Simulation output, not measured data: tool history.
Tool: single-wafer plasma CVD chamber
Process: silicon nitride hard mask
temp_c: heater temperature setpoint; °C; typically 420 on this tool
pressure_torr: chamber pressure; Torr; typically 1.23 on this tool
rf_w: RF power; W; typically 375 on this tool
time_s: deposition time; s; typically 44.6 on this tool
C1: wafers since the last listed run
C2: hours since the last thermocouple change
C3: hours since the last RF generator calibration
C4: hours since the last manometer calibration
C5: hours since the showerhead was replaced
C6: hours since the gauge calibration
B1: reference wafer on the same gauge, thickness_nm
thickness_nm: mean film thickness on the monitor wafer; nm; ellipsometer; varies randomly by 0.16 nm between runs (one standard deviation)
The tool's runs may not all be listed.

{"run": 1, "hour": 0.0, "temp_c": 420, "pressure_torr": 1.12, "rf_w": 375, "time_s": 41.8, "C1": 0, "C2": 603.6, "C3": 633.5, "C4": 839.0, "C5": 4509.7, "C6": 514.3, "B1": 51.985, "thickness_nm": 52.255}
{"run": 2, "hour": 15.4, "temp_c": 420, "pressure_torr": 1.12, "rf_w": 375, "time_s": 41.8, "C1": 216, "C2": 619.0, "C3": 648.9, "C4": 854.4, "C5": 4525.1, "C6": 529.7, "B1": 51.997, "thickness_nm": 52.374}
{"run": 3, "hour": 29.5, "temp_c": 420, "pressure_torr": 1.23, "rf_w": 375, "time_s": 44.6, "C1": 197, "C2": 633.1, "C3": 663.0, "C4": 868.5, "C5": 4539.2, "C6": 543.8, "B1": 52.046, "thickness_nm": 59.078}
{"hour": 32.5, "done": "gauge calibrated"}
{"run": 4, "hour": 124.6, "temp_c": 426, "pressure_torr": 1.23, "rf_w": 375, "time_s": 44.6, "C1": 1335, "C2": 728.2, "C3": 758.1, "C4": 963.6, "C5": 4634.3, "C6": 92.1, "B1": 51.681, "thickness_nm": 58.483}
{"run": 5, "hour": 160.2, "temp_c": 426, "pressure_torr": 1.23, "rf_w": 375, "time_s": 44.6, "C1": 499, "C2": 763.8, "C3": 793.7, "C4": 999.2, "C5": 4669.9, "C6": 127.7, "B1": 51.677, "thickness_nm": 58.269}
{"run": 6, "hour": 176.1, "temp_c": 420, "pressure_torr": 1.32, "rf_w": 375, "time_s": 44.6, "C1": 223, "C2": 779.7, "C3": 809.6, "C4": 1015.1, "C5": 4685.8, "C6": 143.6, "B1": 51.657, "thickness_nm": 60.942}
{"run": 7, "hour": 208.3, "temp_c": 420, "pressure_torr": 1.23, "rf_w": 360, "time_s": 44.6, "C1": 452, "C2": 811.9, "C3": 841.8, "C4": 1047.3, "C5": 4718.0, "C6": 175.8, "B1": 51.692, "thickness_nm": 57.894}
{"run": 8, "hour": 227.0, "temp_c": 420, "pressure_torr": 1.23, "rf_w": 360, "time_s": 44.6, "C1": 262, "C2": 830.6, "C3": 860.5, "C4": 1066.0, "C5": 4736.7, "C6": 194.5, "B1": 51.647, "thickness_nm": 57.824}
{"run": 9, "hour": 249.4, "temp_c": 420, "pressure_torr": 1.23, "rf_w": 375, "time_s": 44.6, "C1": 314, "C2": 853.0, "C3": 882.9, "C4": 1088.4, "C5": 4759.1, "C6": 216.9, "B1": 51.759, "thickness_nm": 58.432}
{"run": 10, "hour": 261.8, "temp_c": 420, "pressure_torr": 1.23, "rf_w": 375, "time_s": 44.6, "C1": 174, "C2": 865.4, "C3": 895.3, "C4": 1100.8, "C5": 4771.5, "C6": 229.3, "B1": 51.822, "thickness_nm": 58.536}
{"run": 11, "hour": 294.6, "temp_c": 420, "pressure_torr": 1.23, "rf_w": 375, "time_s": 44.6, "C1": 460, "C2": 898.2, "C3": 928.1, "C4": 1133.6, "C5": 4804.3, "C6": 262.1, "B1": 51.776, "thickness_nm": 58.348}
{"hour": 312.9, "done": "RF generator calibrated"}
{"hour": 354.5, "done": "capacitance manometer re-zeroed and calibrated"}
{"hour": 373.4, "done": "thermocouple changed; heater temperature recalibrated"}
{"run": 12, "hour": 384.9, "temp_c": 428, "pressure_torr": 1.23, "rf_w": 375, "time_s": 44.6, "C1": 930, "C2": 11.5, "C3": 72.0, "C4": 30.4, "C5": 4894.6, "C6": 352.4, "B1": 51.882, "thickness_nm": 58.914}
{"run": 13, "hour": 401.9, "temp_c": 420, "pressure_torr": 1.23, "rf_w": 375, "time_s": 44.6, "C1": 238, "C2": 28.5, "C3": 89.0, "C4": 47.4, "C5": 4911.6, "C6": 369.4, "B1": 51.88, "thickness_nm": 58.831}
{"run": 14, "hour": 474.5, "temp_c": 420, "pressure_torr": 1.23, "rf_w": 375, "time_s": 44.6, "C1": 1019, "C2": 101.1, "C3": 161.6, "C4": 120.0, "C5": 4984.2, "C6": 442.0, "B1": 52.005, "thickness_nm": 58.663}
{"run": 15, "hour": 505.7, "temp_c": 420, "pressure_torr": 1.23, "rf_w": 375, "time_s": 44.6, "C1": 438, "C2": 132.3, "C3": 192.8, "C4": 151.2, "C5": 5015.4, "C6": 473.2, "B1": 52.074, "thickness_nm": 59.041}
{"run": 16, "hour": 530.1, "temp_c": 420, "pressure_torr": 1.23, "rf_w": 375, "time_s": 41.2, "C1": 342, "C2": 156.7, "C3": 217.2, "C4": 175.6, "C5": 5039.8, "C6": 497.6, "B1": 52.023, "thickness_nm": 54.398}
{"run": 17, "hour": 556.4, "temp_c": 413, "pressure_torr": 1.33, "rf_w": 420, "time_s": 37.6, "C1": 369, "C2": 183.0, "C3": 243.5, "C4": 201.9, "C5": 5066.1, "C6": 523.9, "B1": 52.04, "thickness_nm": 53.858}
{"hour": 583.4, "done": "gauge calibrated"}
{"run": 18, "hour": 588.9, "temp_c": 410, "pressure_torr": 1.23, "rf_w": 375, "time_s": 53.3, "C1": 456, "C2": 215.5, "C3": 276.0, "C4": 234.4, "C5": 5098.6, "C6": 5.5, "B1": 51.64, "thickness_nm": 70.318}
{"run": 19, "hour": 612.2, "temp_c": 420, "pressure_torr": 1.4, "rf_w": 440, "time_s": 44.6, "C1": 327, "C2": 238.8, "C3": 299.3, "C4": 257.7, "C5": 5121.9, "C6": 28.8, "B1": 51.659, "thickness_nm": 65.389}
{"run": 20, "hour": 625.8, "temp_c": 420, "pressure_torr": 1.34, "rf_w": 375, "time_s": 44.6, "C1": 190, "C2": 252.4, "C3": 312.9, "C4": 271.3, "C5": 5135.5, "C6": 42.4, "B1": 51.712, "thickness_nm": 60.813}
{"hour": 634.0, "done": "showerhead replaced"}
{"run": 21, "hour": 646.4, "temp_c": 420, "pressure_torr": 1.07, "rf_w": 335, "time_s": 44.6, "C1": 176, "C2": 273.0, "C3": 333.5, "C4": 291.9, "C5": 12.4, "C6": 63.0, "B1": 51.718, "thickness_nm": 52.349}
{"run": 22, "hour": 676.0, "temp_c": 420, "pressure_torr": 1.35, "rf_w": 325, "time_s": 51.9, "C1": 415, "C2": 302.6, "C3": 363.1, "C4": 321.5, "C5": 42.0, "C6": 92.6, "B1": 51.668, "thickness_nm": 68.215}
{"run": 23, "hour": 700.1, "temp_c": 420, "pressure_torr": 1.23, "rf_w": 300, "time_s": 35.8, "C1": 338, "C2": 326.7, "C3": 387.2, "C4": 345.6, "C5": 66.1, "C6": 116.7, "B1": 51.667, "thickness_nm": 43.83}
{"run": 24, "hour": 733.4, "temp_c": 420, "pressure_torr": 1.12, "rf_w": 375, "time_s": 41.8, "C1": 467, "C2": 360.0, "C3": 420.5, "C4": 378.9, "C5": 99.4, "C6": 150.0, "B1": 51.671, "thickness_nm": 52.2}
{"run": 25, "hour": 755.5, "temp_c": 408, "pressure_torr": 1.48, "rf_w": 375, "time_s": 44.6, "C1": 310, "C2": 382.1, "C3": 442.6, "C4": 401.0, "C5": 121.5, "C6": 172.1, "B1": 51.749, "thickness_nm": 64.085}
{"run": 26, "hour": 779.4, "temp_c": 420, "pressure_torr": 0.93, "rf_w": 350, "time_s": 41.3, "C1": 335, "C2": 406.0, "C3": 466.5, "C4": 424.9, "C5": 145.4, "C6": 196.0, "B1": 51.661, "thickness_nm": 44.509}
{"run": 27, "hour": 810.9, "temp_c": 428, "pressure_torr": 1.39, "rf_w": 300, "time_s": 51.4, "C1": 442, "C2": 437.5, "C3": 498.0, "C4": 456.4, "C5": 176.9, "C6": 227.5, "B1": 51.744, "thickness_nm": 66.55}
{"run": 28, "hour": 827.6, "temp_c": 420, "pressure_torr": 1.13, "rf_w": 340, "time_s": 52.6, "C1": 234, "C2": 454.2, "C3": 514.7, "C4": 473.1, "C5": 193.6, "C6": 244.2, "B1": 51.741, "thickness_nm": 63.942}

Here are 5 independent what-if runs from the current tool condition. What would each one return?
{"run": "A", "hour": 828.0, "temp_c": 420, "pressure_torr": 1.48, "rf_w": 375, "time_s": 44.6, "C1": 5, "C2": 454.6, "C3": 515.1, "C4": 473.5, "C5": 194.0, "C6": 244.6, "B1": "?", "thickness_nm": "?"}
{"run": "B", "hour": 828.0, "temp_c": 420, "pressure_torr": 1.11, "rf_w": 375, "time_s": 44.6, "C1": 5, "C2": 454.6, "C3": 515.1, "C4": 473.5, "C5": 194.0, "C6": 244.6, "B1": "?", "thickness_nm": "?"}
{"run": "C", "hour": 828.0, "temp_c": 420, "pressure_torr": 1.42, "rf_w": 440, "time_s": 52.9, "C1": 5, "C2": 454.6, "C3": 515.1, "C4": 473.5, "C5": 194.0, "C6": 244.6, "B1": "?", "thickness_nm": "?"}
{"run": "D", "hour": 828.0, "temp_c": 414, "pressure_torr": 1.23, "rf_w": 395, "time_s": 44.6, "C1": 5, "C2": 454.6, "C3": 515.1, "C4": 473.5, "C5": 194.0, "C6": 244.6, "B1": "?", "thickness_nm": "?"}
{"run": "E", "hour": 828.0, "temp_c": 414, "pressure_torr": 1.23, "rf_w": 375, "time_s": 44.6, "C1": 5, "C2": 454.6, "C3": 515.1, "C4": 473.5, "C5": 194.0, "C6": 244.6, "B1": "?", "thickness_nm": "?"}

run=A B1=51.812 thickness_nm=63.860
run=B B1=51.812 thickness_nm=55.462
run=C B1=51.812 thickness_nm=78.358
run=D B1=51.812 thickness_nm=59.804
run=E B1=51.812 thickness_nm=58.787
Stripped of hidden state, with their random variation kept, the same runs would have yielded:
run=A thickness_nm=63.667
run=B thickness_nm=55.295
run=C thickness_nm=78.122
run=D thickness_nm=59.624
run=E thickness_nm=58.610
